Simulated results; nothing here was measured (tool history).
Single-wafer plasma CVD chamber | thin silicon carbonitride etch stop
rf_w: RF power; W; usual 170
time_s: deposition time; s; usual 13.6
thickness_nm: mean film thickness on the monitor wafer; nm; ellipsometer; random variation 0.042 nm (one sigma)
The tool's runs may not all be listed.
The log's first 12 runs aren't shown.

run,hour,rf_w,time_s,"read-back reference wafer on the same gauge, thickness_nm",thickness_nm
13,319.9,170,13.6,8.061,7.659
14,333.8,185,12.3,8.051,7.045
15,364.5,170,13.6,8.079,7.605
16,399.7,170,13.6,8.089,7.756
17,413.6,170,13.6,8.092,7.691
18,444.6,140,13.6,8.109,7.354
19,488.5,150,11.3,8.129,6.231
20,506.5,155,12.2,8.123,6.736
21,524.5,145,11.1,8.132,6.056
22,541.5,140,15.9,8.135,8.590
23,562.5,150,13.6,8.146,7.475
24,597.9,170,12.0,8.157,6.855
25,631.2,195,11.0,8.152,6.529
26,649.5,170,11.6,8.169,6.563
27,664.9,150,14.3,8.173,7.883
28,685.6,170,11.8,8.173,6.674
29,712.9,145,13.6,8.168,7.444
30,737.1,170,13.6,8.179,7.728
31,760.4,170,13.6,8.186,7.721
32,774.8,170,13.6,8.180,7.792
33,791.7,155,15.5,8.180,8.678
34,812.7,170,13.6,8.191,7.737
35,839.0,185,14.6,8.188,8.506
36,933.4,170,13.6,8.207,7.737
37,950.6,190,12.7,8.193,7.414

Forecast each of these 3 alternatives for the next run:
A,951.0,185,13.6,?,?
B,951.0,185,12.7,?,?
C,951.0,160,16.3,?,?

run,"read-back reference wafer on the same gauge, thickness_nm",thickness_nm
A,8.193,7.888
B,8.193,7.366
C,8.193,9.121
Without the tool's hidden state the same runs would have given:
run,thickness_nm
A,7.637
B,7.131
C,8.830

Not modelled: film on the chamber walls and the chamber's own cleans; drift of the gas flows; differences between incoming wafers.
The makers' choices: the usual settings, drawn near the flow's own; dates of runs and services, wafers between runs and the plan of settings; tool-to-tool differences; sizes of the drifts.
